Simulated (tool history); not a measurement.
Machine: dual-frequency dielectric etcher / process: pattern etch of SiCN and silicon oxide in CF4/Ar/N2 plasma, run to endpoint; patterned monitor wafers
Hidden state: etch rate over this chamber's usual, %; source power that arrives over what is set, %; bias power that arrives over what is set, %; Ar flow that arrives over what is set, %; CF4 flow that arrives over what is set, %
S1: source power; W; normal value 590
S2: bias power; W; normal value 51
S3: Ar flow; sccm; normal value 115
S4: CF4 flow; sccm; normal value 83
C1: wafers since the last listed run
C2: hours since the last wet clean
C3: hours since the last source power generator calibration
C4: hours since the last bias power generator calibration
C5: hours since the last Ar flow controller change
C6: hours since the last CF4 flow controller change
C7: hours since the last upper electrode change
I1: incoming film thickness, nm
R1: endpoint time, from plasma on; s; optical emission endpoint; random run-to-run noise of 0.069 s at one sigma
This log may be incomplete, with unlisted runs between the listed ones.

| run | hour | S1 | S2 | S3 | S4 | C1 | C2 | C3 | C4 | C5 | C6 | C7 | I1 | R1 |
|---|---|---|---|---|---|---|---|---|---|---|---|---|---|---|
| 1 | 0 | 480 | 51 | 115 | 83 | 0 | 501.1 | 1318.1 | 3307.8 | 1534.6 | 3077.5 | 16.8 | 12.28 | 13.5 |
|  | 42.6 | bias power generator calibrated |
| 2 | 54.6 | 590 | 51 | 115 | 98 | 914 | 555.7 | 1372.7 | 12 | 1589.2 | 3132.1 | 71.4 | 12.27 | 11.7 |
|  | 90.6 | wet clean of the chamber |
| 3 | 109.8 | 590 | 51 | 115 | 83 | 563 | 19.2 | 1427.9 | 67.2 | 1644.4 | 3187.3 | 126.6 | 12.33 | 11.9 |
|  | 164.3 | Ar flow controller replaced |
| 4 | 170.9 | 670 | 58 | 134 | 72 | 995 | 80.3 | 1489 | 128.3 | 6.6 | 3248.4 | 187.7 | 12.3 | 11.2 |
| 5 | 231.4 | 590 | 51 | 115 | 83 | 1093 | 140.8 | 1549.5 | 188.8 | 67.1 | 3308.9 | 248.2 | 12.16 | 11.8 |
| 6 | 274.2 | 520 | 51 | 115 | 83 | 773 | 183.6 | 1592.3 | 231.6 | 109.9 | 3351.7 | 291 | 12.51 | 13.1 |
| 7 | 355.5 | 590 | 56 | 88 | 96 | 1469 | 264.9 | 1673.6 | 312.9 | 191.2 | 3433 | 372.3 | 12.23 | 11.1 |
| 8 | 427.3 | 480 | 51 | 95 | 83 | 1297 | 336.7 | 1745.4 | 384.7 | 263 | 3504.8 | 444.1 | 12.28 | 13.1 |
| 9 | 498.5 | 520 | 64 | 115 | 83 | 1286 | 407.9 | 1816.6 | 455.9 | 334.2 | 3576 | 515.3 | 12.3 | 12.3 |
| 10 | 564.3 | 590 | 51 | 115 | 83 | 1189 | 473.7 | 1882.4 | 521.7 | 400 | 3641.8 | 581.1 | 12.2 | 11.8 |
| 11 | 615.6 | 590 | 56 | 142 | 83 | 927 | 525 | 1933.7 | 573 | 451.3 | 3693.1 | 632.4 | 12.29 | 12.1 |
|  | 647.3 | wet clean of the chamber |
| 12 | 651 | 590 | 51 | 115 | 83 | 206 | 3.7 | 1969.1 | 608.4 | 486.7 | 3728.5 | 667.8 | 12.24 | 11.9 |
| 13 | 701.5 | 590 | 42 | 100 | 83 | 912 | 54.2 | 2019.6 | 658.9 | 537.2 | 3779 | 718.3 | 12.28 | 12.1 |
| 14 | 769.3 | 590 | 51 | 115 | 83 | 1225 | 122 | 2087.4 | 726.7 | 605 | 3846.8 | 786.1 | 12.32 | 11.9 |
|  | 823.6 | CF4 flow controller replaced |
| 15 | 838 | 590 | 51 | 115 | 83 | 1133 | 190.7 | 2156.1 | 795.4 | 673.7 | 14.4 | 854.8 | 12.37 | 11.9 |
|  | 874.6 | source power generator calibrated |
| 16 | 981.2 | 590 | 63 | 115 | 91 | 2516 | 333.9 | 106.6 | 938.6 | 816.9 | 157.6 | 998 | 12.25 | 11.7 |
| 17 | 1033.2 | 590 | 58 | 97 | 83 | 939 | 385.9 | 158.6 | 990.6 | 868.9 | 209.6 | 1050 | 12.21 | 11.6 |

Run 18 comes next. What will it give?
| 18 | 1092.8 | 590 | 51 | 123 | 83 | 1077 | 445.5 | 218.2 | 1050.2 | 928.5 | 269.2 | 1109.6 | 12.14 | ? |

{"run 18": {"R1": 12.1}}
Had the tool carried no hidden state, the very same run would have given R1 12.2 s.

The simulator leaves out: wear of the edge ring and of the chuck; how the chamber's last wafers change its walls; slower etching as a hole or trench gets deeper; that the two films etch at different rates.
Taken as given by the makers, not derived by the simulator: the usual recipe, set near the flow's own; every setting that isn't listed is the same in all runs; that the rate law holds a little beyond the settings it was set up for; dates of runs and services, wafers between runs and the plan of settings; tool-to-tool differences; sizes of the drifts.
